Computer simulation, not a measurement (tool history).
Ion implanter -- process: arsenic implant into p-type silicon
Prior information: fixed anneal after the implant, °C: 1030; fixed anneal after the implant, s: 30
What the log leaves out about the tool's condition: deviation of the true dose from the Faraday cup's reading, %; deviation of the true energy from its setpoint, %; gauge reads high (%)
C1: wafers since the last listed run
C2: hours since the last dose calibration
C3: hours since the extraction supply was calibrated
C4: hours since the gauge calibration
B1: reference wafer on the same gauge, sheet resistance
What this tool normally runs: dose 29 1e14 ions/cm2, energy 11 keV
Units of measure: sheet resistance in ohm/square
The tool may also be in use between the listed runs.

{"run": 1, "hour": 0.0, "dose": 34.87, "energy": 9, "C1": 0, "C2": 405.3, "C3": 5092.1, "C4": 396.4, "B1": 73.79, "sheet resistance": 77.72}
{"run": 2, "hour": 101.4, "dose": 29, "energy": 11, "C1": 1865, "C2": 506.7, "C3": 5193.5, "C4": 497.8, "B1": 73.86, "sheet resistance": 79.63}
{"run": 3, "hour": 139.8, "dose": 29, "energy": 11, "C1": 706, "C2": 545.1, "C3": 5231.9, "C4": 536.2, "B1": 73.78, "sheet resistance": 79.95}
{"run": 4, "hour": 220.2, "dose": 29, "energy": 10, "C1": 1479, "C2": 625.5, "C3": 5312.3, "C4": 616.6, "B1": 73.82, "sheet resistance": 80.29}
{"run": 5, "hour": 492.4, "dose": 29, "energy": 10, "C1": 5007, "C2": 897.7, "C3": 5584.5, "C4": 888.8, "B1": 73.8, "sheet resistance": 80.57}
{"hour": 553.2, "done": "Faraday cup replaced and dose calibrated"}
{"run": 6, "hour": 559.5, "dose": 29, "energy": 11, "C1": 1087, "C2": 6.3, "C3": 5651.6, "C4": 955.9, "B1": 73.76, "sheet resistance": 79.77}
{"run": 7, "hour": 626.5, "dose": 29, "energy": 11, "C1": 1232, "C2": 73.3, "C3": 5718.6, "C4": 1022.9, "B1": 73.77, "sheet resistance": 79.34}
{"run": 8, "hour": 692.1, "dose": 29, "energy": 11, "C1": 1206, "C2": 138.9, "C3": 5784.2, "C4": 1088.5, "B1": 73.79, "sheet resistance": 79.65}
{"run": 9, "hour": 781.6, "dose": 29, "energy": 11, "C1": 1646, "C2": 228.4, "C3": 5873.7, "C4": 1178, "B1": 73.82, "sheet resistance": 79.7}
{"run": 10, "hour": 840.3, "dose": 29, "energy": 11, "C1": 1079, "C2": 287.1, "C3": 5932.4, "C4": 1236.7, "B1": 73.8, "sheet resistance": 79.64}
{"run": 11, "hour": 928.2, "dose": 29, "energy": 11, "C1": 1617, "C2": 375, "C3": 6020.3, "C4": 1324.6, "B1": 73.82, "sheet resistance": 79.6}
{"hour": 969.9, "done": "gauge calibrated"}
{"run": 12, "hour": 993.3, "dose": 29, "energy": 11, "C1": 1197, "C2": 440.1, "C3": 6085.4, "C4": 23.4, "B1": 73.81, "sheet resistance": 79.8}
{"run": 13, "hour": 1033.9, "dose": 29, "energy": 11, "C1": 746, "C2": 480.7, "C3": 6126, "C4": 64, "B1": 73.78, "sheet resistance": 80.04}
{"run": 14, "hour": 1084.1, "dose": 29, "energy": 11, "C1": 923, "C2": 530.9, "C3": 6176.2, "C4": 114.2, "B1": 73.83, "sheet resistance": 79.72}
{"run": 15, "hour": 1183.9, "dose": 22.81, "energy": 9.5, "C1": 1836, "C2": 630.7, "C3": 6276, "C4": 214, "B1": 73.76, "sheet resistance": 85.26}
{"run": 16, "hour": 1255.6, "dose": 23.36, "energy": 11, "C1": 1319, "C2": 702.4, "C3": 6347.7, "C4": 285.7, "B1": 73.71, "sheet resistance": 84.01}
{"run": 17, "hour": 1355.8, "dose": 36.96, "energy": 11, "C1": 1843, "C2": 802.6, "C3": 6447.9, "C4": 385.9, "B1": 73.82, "sheet resistance": 76.27}
{"hour": 1407.7, "done": "Faraday cup replaced and dose calibrated"}
{"run": 18, "hour": 1427.8, "dose": 26.74, "energy": 12, "C1": 1177, "C2": 20.1, "C3": 6519.9, "C4": 457.9, "B1": 73.85, "sheet resistance": 80.04}
{"run": 19, "hour": 1520.3, "dose": 35.06, "energy": 10, "C1": 1701, "C2": 112.6, "C3": 6612.4, "C4": 550.4, "B1": 73.8, "sheet resistance": 77.35}
{"run": 20, "hour": 1604.4, "dose": 31.88, "energy": 9.5, "C1": 1547, "C2": 196.7, "C3": 6696.5, "C4": 634.5, "B1": 73.74, "sheet resistance": 79.23}
{"hour": 1654.4, "done": "extraction supply calibrated"}
{"run": 21, "hour": 1675.1, "dose": 24.04, "energy": 7.5, "C1": 1153, "C2": 267.4, "C3": 20.7, "C4": 705.2, "B1": 73.82, "sheet resistance": 84.82}
{"run": 22, "hour": 1720.9, "dose": 29, "energy": 11, "C1": 842, "C2": 313.2, "C3": 66.5, "C4": 751, "B1": 73.84, "sheet resistance": 79.51}
{"run": 23, "hour": 1763.5, "dose": 29, "energy": 8, "C1": 783, "C2": 355.8, "C3": 109.1, "C4": 793.6, "B1": 73.81, "sheet resistance": 80.96}
{"run": 24, "hour": 1826.2, "dose": 21.72, "energy": 11, "C1": 1153, "C2": 418.5, "C3": 171.8, "C4": 856.3, "B1": 73.8, "sheet resistance": 85.19}
{"run": 25, "hour": 1906.6, "dose": 29, "energy": 11, "C1": 1479, "C2": 498.9, "C3": 252.2, "C4": 936.7, "B1": 73.75, "sheet resistance": 79.57}
{"run": 26, "hour": 1989.7, "dose": 22.53, "energy": 9, "C1": 1528, "C2": 582, "C3": 335.3, "C4": 1019.8, "B1": 73.81, "sheet resistance": 85.76}
{"run": 27, "hour": 2074.2, "dose": 22.82, "energy": 8, "C1": 1554, "C2": 666.5, "C3": 419.8, "C4": 1104.3, "B1": 73.79, "sheet resistance": 86.24}
{"run": 28, "hour": 2130.0, "dose": 29, "energy": 14.5, "C1": 1026, "C2": 722.3, "C3": 475.6, "C4": 1160.1, "B1": 73.78, "sheet resistance": 77.23}
{"run": 29, "hour": 2187.9, "dose": 29, "energy": 11, "C1": 1065, "C2": 780.2, "C3": 533.5, "C4": 1218, "B1": 73.82, "sheet resistance": 79.98}
{"run": 30, "hour": 2247.8, "dose": 29, "energy": 11, "C1": 1102, "C2": 840.1, "C3": 593.4, "C4": 1277.9, "B1": 73.76, "sheet resistance": 80.05}
{"run": 31, "hour": 2336.4, "dose": 22.94, "energy": 10, "C1": 1630, "C2": 928.7, "C3": 682, "C4": 1366.5, "B1": 73.78, "sheet resistance": 85.34}
{"hour": 2385.1, "done": "gauge calibrated"}
{"run": 32, "hour": 2443.6, "dose": 37.33, "energy": 7.5, "C1": 1972, "C2": 1035.9, "C3": 789.2, "C4": 58.5, "B1": 73.81, "sheet resistance": 78.47}
{"hour": 2461.9, "done": "Faraday cup replaced and dose calibrated"}
{"run": 33, "hour": 2488.9, "dose": 29, "energy": 8.5, "C1": 686, "C2": 27, "C3": 834.5, "C4": 103.8, "B1": 73.81, "sheet resistance": 80.82}
{"run": 34, "hour": 2548.6, "dose": 35.26, "energy": 11, "C1": 1098, "C2": 86.7, "C3": 894.2, "C4": 163.5, "B1": 73.85, "sheet resistance": 76.57}
{"run": 35, "hour": 2600.3, "dose": 25.55, "energy": 9.5, "C1": 951, "C2": 138.4, "C3": 945.9, "C4": 215.2, "B1": 73.85, "sheet resistance": 82.26}
{"run": 36, "hour": 2649.3, "dose": 29, "energy": 11, "C1": 901, "C2": 187.4, "C3": 994.9, "C4": 264.2, "B1": 73.8, "sheet resistance": 79.28}

5 ways to go on from here, each from the tool as it stands after run 36. What would each give?
{"run": "A", "hour": 2649.7, "dose": 21.45, "energy": 11, "C1": 7, "C2": 187.8, "C3": 995.3, "C4": 264.6, "B1": "?", "sheet resistance": "?"}
{"run": "B", "hour": 2649.7, "dose": 29, "energy": 12, "C1": 7, "C2": 187.8, "C3": 995.3, "C4": 264.6, "B1": "?", "sheet resistance": "?"}
{"run": "C", "hour": 2649.7, "dose": 23.69, "energy": 9.5, "C1": 7, "C2": 187.8, "C3": 995.3, "C4": 264.6, "B1": "?", "sheet resistance": "?"}
{"run": "D", "hour": 2649.7, "dose": 32.43, "energy": 7.5, "C1": 7, "C2": 187.8, "C3": 995.3, "C4": 264.6, "B1": "?", "sheet resistance": "?"}
{"run": "E", "hour": 2649.7, "dose": 32.58, "energy": 8.5, "C1": 7, "C2": 187.8, "C3": 995.3, "C4": 264.6, "B1": "?", "sheet resistance": "?"}

run=A B1=73.81 sheet_resistance=85.07
run=B B1=73.81 sheet_resistance=78.66
run=C B1=73.81 sheet_resistance=83.88
run=D B1=73.81 sheet_resistance=79.64
run=E B1=73.81 sheet_resistance=79.01
With no hidden state in the tool, these same runs would have given:
run=A sheet_resistance=85.22
run=B sheet_resistance=78.77
run=C sheet_resistance=84.01
run=D sheet_resistance=79.74
run=E sheet_resistance=79.11

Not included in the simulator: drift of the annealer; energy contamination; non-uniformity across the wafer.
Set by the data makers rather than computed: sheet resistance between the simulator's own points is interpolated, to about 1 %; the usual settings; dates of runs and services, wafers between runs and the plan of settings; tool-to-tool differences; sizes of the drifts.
